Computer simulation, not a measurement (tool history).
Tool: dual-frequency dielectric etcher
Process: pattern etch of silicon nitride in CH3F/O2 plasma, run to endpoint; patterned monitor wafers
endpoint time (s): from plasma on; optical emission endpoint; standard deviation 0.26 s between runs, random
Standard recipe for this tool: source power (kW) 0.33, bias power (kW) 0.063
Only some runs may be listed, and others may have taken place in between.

| run | hour | source power (kW) | bias power (kW) | wafers since the last listed run | hours since the last wet clean | hours since the last source power generator calibration | hours since the last bias power generator calibration | hours since the last upper electrode change | incoming incoming film thickness, nm | endpoint time (s) |
|---|---|---|---|---|---|---|---|---|---|---|
| 1 | 0 | 0.27 | 0.063 | 0 | 38.5 | 1635.8 | 4705.5 | 4731.4 | 66.8 | 97 |
| 2 | 34 | 0.27 | 0.063 | 225 | 72.5 | 1669.8 | 4739.5 | 4765.4 | 67.6 | 97.9 |
| 3 | 114.6 | 0.27 | 0.063 | 533 | 153.1 | 1750.4 | 4820.1 | 4846 | 67.3 | 96.6 |
| 4 | 132.6 | 0.38 | 0.063 | 119 | 171.1 | 1768.4 | 4838.1 | 4864 | 67.8 | 79.9 |
| 5 | 162.9 | 0.38 | 0.063 | 200 | 201.4 | 1798.7 | 4868.4 | 4894.3 | 67.1 | 79 |
| 6 | 192.3 | 0.35 | 0.063 | 194 | 230.8 | 1828.1 | 4897.8 | 4923.7 | 67.6 | 82.6 |
|  | 219.4 | upper electrode replaced |
| 7 | 225.1 | 0.29 | 0.059 | 58 | 263.6 | 1860.9 | 4930.6 | 5.7 | 67.3 | 95.1 |
| 8 | 250.4 | 0.29 | 0.067 | 167 | 288.9 | 1886.2 | 4955.9 | 31 | 67.1 | 88.9 |
| 9 | 283.7 | 0.33 | 0.059 | 220 | 322.2 | 1919.5 | 4989.2 | 64.3 | 67.4 | 87.3 |
|  | 309.7 | wet clean of the chamber |
| 10 | 312.4 | 0.33 | 0.063 | 31 | 2.7 | 1948.2 | 5017.9 | 93 | 67.3 | 86.8 |
| 11 | 326.4 | 0.37 | 0.068 | 92 | 16.7 | 1962.2 | 5031.9 | 107 | 66.5 | 78.1 |
|  | 359.1 | bias power generator calibrated |
| 12 | 359.6 | 0.28 | 0.052 | 193 | 49.9 | 1995.4 | 0.5 | 140.2 | 66.9 | 102.8 |
|  | 424.1 | source power generator calibrated |
| 13 | 430.8 | 0.37 | 0.069 | 445 | 121.1 | 6.7 | 71.7 | 211.4 | 67.6 | 78.5 |
| 14 | 455.1 | 0.29 | 0.059 | 160 | 145.4 | 31 | 96 | 235.7 | 66.8 | 95 |
| 15 | 472.3 | 0.28 | 0.063 | 113 | 162.6 | 48.2 | 113.2 | 252.9 | 67.9 | 96 |
| 16 | 498.5 | 0.27 | 0.057 | 173 | 188.8 | 74.4 | 139.4 | 279.1 | 66.9 | 100.6 |
| 17 | 520.2 | 0.33 | 0.068 | 143 | 210.5 | 96.1 | 161.1 | 300.8 | 67.1 | 82.8 |
| 18 | 538.7 | 0.28 | 0.079 | 122 | 229 | 114.6 | 179.6 | 319.3 | 68.2 | 87.3 |

Hidden state or all else? Some run-to-run changes of endpoint time (s), split into what the settings, what came in and random variation would give without the hidden state, and what is left for the hidden state (with any gauge scatter that isn't in both results):
Hidden state present: etch rate over this chamber's usual, %; source power that arrives over what is set, %; bias power that arrives over what is set, %.
Run 9 -> 10: bias power (kW) 0.059 -> 0.063, wet clean of the chamber. endpoint time (s) -0.5: hidden state +1.8, all else -2.3.
Run 11 -> 12: source power (kW) 0.37 -> 0.28, bias power (kW) 0.068 -> 0.052, bias power generator calibrated. endpoint time (s) +24.7: hidden state -0.3, all else +25.
